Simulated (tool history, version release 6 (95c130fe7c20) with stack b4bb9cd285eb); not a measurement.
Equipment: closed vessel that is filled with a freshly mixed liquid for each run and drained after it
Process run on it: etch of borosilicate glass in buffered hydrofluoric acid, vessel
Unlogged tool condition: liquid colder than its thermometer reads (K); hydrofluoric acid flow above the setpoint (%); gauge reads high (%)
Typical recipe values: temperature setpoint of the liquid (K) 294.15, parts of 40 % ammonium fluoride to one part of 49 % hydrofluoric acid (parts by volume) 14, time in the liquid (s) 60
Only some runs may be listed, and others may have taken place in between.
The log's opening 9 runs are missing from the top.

| run | day | temperature setpoint of the liquid (K) | parts of 40 % ammonium fluoride to one part of 49 % hydrofluoric acid (parts by volume) | time in the liquid (s) | wafers since the last listed run | hours since the thermometer was replaced | hours since the hydrofluoric acid flow meter was replaced | hours since the gauge calibration | read-back film thickness of the borosilicate glass reference wafer, read on the same gauge (nm) | thickness taken off the borosilicate glass on a monitor wafer (nm) |
|---|---|---|---|---|---|---|---|---|---|---|
| 10 | 3.975 | 294.15 | 14 | 60 | 1447 | 2446 | 1056.2 | 15.7 | 150.03 | 47.49 |
| 11 | 4.362 | 292.65 | 14 | 60 | 1346 | 2455.3 | 1065.5 | 25 | 150 | 44.11 |
|  | 4.842 | hydrofluoric acid flow meter replaced |
| 12 | 4.925 | 292.65 | 14 | 60 | 1809 | 2468.8 | 2 | 38.5 | 149.99 | 38.9 |
| 13 | 5.642 | 292.65 | 14 | 60 | 2490 | 2486 | 19.2 | 55.7 | 150.02 | 39.13 |
| 14 | 5.954 | 294.15 | 13 | 60 | 1085 | 2493.5 | 26.7 | 63.2 | 150.01 | 45.38 |
| 15 | 6.283 | 297.15 | 9 | 60 | 1143 | 2501.4 | 34.6 | 71.1 | 150 | 75.38 |
| 16 | 6.996 | 290.15 | 14 | 60 | 2475 | 2518.5 | 51.7 | 88.2 | 150 | 34.14 |
|  | 7.304 | thermometer replaced |
| 17 | 7.546 | 294.15 | 8.5 | 60 | 1766 | 5.8 | 64.9 | 101.4 | 149.99 | 77.61 |
| 18 | 8.288 | 294.15 | 14 | 60 | 2577 | 23.6 | 82.7 | 119.2 | 150.02 | 48.9 |
| 19 | 8.633 | 296.15 | 14 | 60 | 1201 | 31.9 | 91 | 127.5 | 149.99 | 54.89 |
| 20 | 8.954 | 294.15 | 11.5 | 60 | 1114 | 39.6 | 98.7 | 135.2 | 150.02 | 59.86 |
| 21 | 9.342 | 292.65 | 16.5 | 95 | 1346 | 48.9 | 108 | 144.5 | 150.03 | 60.97 |
| 22 | 9.967 | 290.15 | 17.5 | 70 | 2171 | 63.9 | 123 | 159.5 | 149.99 | 36.74 |
| 23 | 10.604 | 291.15 | 15.5 | 70 | 2215 | 79.2 | 138.3 | 174.8 | 149.99 | 44.02 |
| 24 | 11.304 | 299.15 | 9.5 | 75 | 2432 | 96 | 155.1 | 191.6 | 150.04 | 115.43 |

What will run 25 give?
| 25 | 11.817 | 294.15 | 17.5 | 60 | 1780 | 108.3 | 167.4 | 203.9 | ? | ? |

For run 25 the tool returned read-back film thickness of the borosilicate glass reference wafer, read on the same gauge (nm) 150.04, thickness taken off the borosilicate glass on a monitor wafer (nm) 39.08.
Without the tool's hidden state the same run would have given thickness taken off the borosilicate glass on a monitor wafer (nm) 39.29.

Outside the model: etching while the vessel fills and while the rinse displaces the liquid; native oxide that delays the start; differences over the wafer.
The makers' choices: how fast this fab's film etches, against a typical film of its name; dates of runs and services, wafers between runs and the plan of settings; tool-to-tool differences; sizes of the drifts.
